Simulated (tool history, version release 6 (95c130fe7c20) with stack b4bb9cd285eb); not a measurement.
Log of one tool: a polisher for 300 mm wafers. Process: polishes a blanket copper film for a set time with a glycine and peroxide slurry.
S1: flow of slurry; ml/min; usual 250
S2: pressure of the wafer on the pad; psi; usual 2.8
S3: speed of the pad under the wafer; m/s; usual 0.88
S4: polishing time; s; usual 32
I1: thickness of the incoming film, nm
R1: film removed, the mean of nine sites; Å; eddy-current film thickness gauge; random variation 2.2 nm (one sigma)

run    hour   S1   S2    S3  S4      I1    R1
  1     0.0  250  2.8  0.88  32  1600.0  1383
  2    54.2  250  3.4  0.88  32  1603.7  1599
  3   122.5  250  3.4  0.88  32  1634.8  1571
  4   158.7  250  2.8  0.88  32  1600.5  1343
  5   219.3  250  2.8  0.88  32  1595.0  1334
  6   247.0  250  2.8  0.88  32  1599.2  1343
  7   316.9  250  2.8  0.94  32  1598.2  1426
  8   365.3  250  2.8  0.94  32  1605.7  1523
  9   422.5  250  2.8  0.94  32  1635.8  1448
 10   475.9  250  2.8  0.96  32  1611.4  1478
 11   521.1  250  2.8  0.96  32  1583.1  1483
 12   567.8  250  2.8  0.96  32  1599.9  1433
 13   603.2  250  2.8  0.88  32  1622.0  1318
 14   662.1  250  2.8  0.88  32  1639.7  1361
 15   836.4  295  3.4  1.16  32  1627.3  2132
 16   860.6  250  2.8  0.64  32  1588.8  1104
 17   911.3  250  3.4  0.62  35  1610.6  1351
 18   937.3  250  2.8  0.88  32  1596.6  1370
 19   972.5  170  2.8  0.88  23  1610.1   928
 20  1009.6  250  1.9  0.88  32  1633.1  1047
 21  1047.0  335  2.8  0.88  32  1615.0  1423
 22  1072.2  250  2.8  0.88  28  1626.0  1207
 23  1123.7  200  1.9  0.74  32  1590.3   871
 24  1175.0  220  2.4  0.72  32  1610.1   996
 25  1248.0  250  2.8  0.88  32  1625.1  1297
 26  1272.0  250  3.6  0.74  24  1608.2  1019
 27  1383.4  180  2.8  0.88  32  1593.0  1290
 28  1483.3  250  2.8  0.88  32  1616.1  1383
 29  1543.5  250  2.8  0.88  32  1623.9  1360
 30  1590.5  305  2.1  1.10  24  1622.5  1012
 31  1624.5  250  3.5  0.88  32  1606.6  1655
 32  1696.2  250  2.8  0.62  29  1640.7   941
 33  1760.3  300  2.8  0.88  28  1591.5  1297
 34  1784.4  250  2.8  0.88  32  1629.6  1433
 35  1809.3  215  2.0  1.02  29  1622.9  1127
 36  1842.9  250  3.6  0.66  32  1602.8  1360
 37  1909.9  250  2.8  0.88  32  1613.3  1370

Taken out of this log: 11 entries between the listed runs. Where each belongs, and how the hidden state differs across it:
Between runs 1 and 2: worn pad replaced by a new one (hour 23.7)
  slurry flow missing at the pad, %: 27.5 -> 31.6
  measured less the result without the state, R1: -65 -> -92 Å
Between runs 7 and 8: slurry nozzle cleaned (hour 325.2)
  slurry flow missing at the pad, %: 40 -> 11.4
  measured less the result without the state, R1: -122 -> -23 Å
Between runs 9 and 10: head pressure recalibrated (hour 429.4)
  slurry flow missing at the pad, %: 21.1 -> 27.5
  measured less the result without the state, R1: -47 -> -70 Å
Between runs 12 and 13: worn pad replaced by a new one (hour 577.1)
  slurry flow missing at the pad, %: 34.8 -> 36.6
  measured less the result without the state, R1: -96 -> -96 Å
Between runs 14 and 15: slurry nozzle cleaned (hour 824.9)
  slurry flow missing at the pad, %: 39 -> 10.1
  measured less the result without the state, R1: -111 -> -24 Å
Between runs 21 and 22: head pressure recalibrated (hour 1062.1)
  slurry flow missing at the pad, %: 38.4 -> 40
  measured less the result without the state, R1: -83 -> -103 Å
Between runs 22 and 23: worn pad replaced by a new one (hour 1090.0)
  slurry flow missing at the pad, %: 40 -> 42.5
  measured less the result without the state, R1: -103 -> -107 Å
Between runs 26 and 27: slurry nozzle cleaned (hour 1294.9)
  slurry flow missing at the pad, %: 46.5 -> 17.8
  measured less the result without the state, R1: -118 -> -48 Å
Between runs 29 and 30: worn pad replaced by a new one (hour 1565.6)
  slurry flow missing at the pad, %: 33.1 -> 35.4
  measured less the result without the state, R1: -84 -> -57 Å
Between runs 31 and 32: head pressure recalibrated (hour 1642.3)
  slurry flow missing at the pad, %: 36.7 -> 38.7
  measured less the result without the state, R1: -123 -> -76 Å
Between runs 32 and 33: slurry nozzle cleaned (hour 1735.8)
  slurry flow missing at the pad, %: 38.7 -> 6.4
  measured less the result without the state, R1: -76 -> -8 Å
